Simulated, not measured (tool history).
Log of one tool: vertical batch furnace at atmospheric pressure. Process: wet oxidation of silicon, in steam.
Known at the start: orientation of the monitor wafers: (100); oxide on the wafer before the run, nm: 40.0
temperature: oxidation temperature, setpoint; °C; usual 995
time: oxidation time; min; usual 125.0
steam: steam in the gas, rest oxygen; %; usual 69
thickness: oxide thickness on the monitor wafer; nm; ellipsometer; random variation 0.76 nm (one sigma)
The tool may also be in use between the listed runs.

run	hour	temperature	time	steam	read-back reference wafer on the same gauge, thickness	thickness
1	0.0	995	153.0	69	414.36	573.18
2	34.6	995	153.0	69	414.95	573.42
3	46.9	995	153.0	69	415.02	573.80
4	60.7	995	125.0	69	415.17	504.86
5	99.7	995	125.0	69	415.79	506.02
6	104.7	995	125.0	69	415.95	505.41
7	112.2	995	125.0	69	415.94	504.25
8	131.7	982	125.0	69	416.51	465.22
9	149.3	995	125.0	69	417.08	507.78
10	161.8	995	178.5	80	414.64	692.26
11	177.6	995	125.0	69	414.46	504.04
12	186.9	995	125.0	69	414.83	503.87
13	205.9	995	87.0	69	414.67	400.24
14	217.7	976	125.0	69	415.02	444.16
15	232.4	995	125.0	81	414.99	558.51
16	242.7	995	155.5	69	415.19	578.87
17	253.7	995	125.0	69	415.32	505.74
18	267.7	1011	125.0	69	415.71	556.33

Not shown: 3 entries that the log had between the listed runs. Between which runs, and how does the tool's hidden state differ before and after?
Between runs 4 and 5: steam generator serviced (hour 94.8); thermocouples replaced and temperature profile calibrated (hour 99.2)
  gauge reads high (%): 0.279 -> 0.445
  measured less the result without the state, thickness: +1.40 -> +2.24 nm
Between runs 9 and 10: gauge calibrated (hour 154.9)
  gauge reads high (%): 0.746 -> 0.138
  measured less the result without the state, thickness: +3.76 -> +0.96 nm
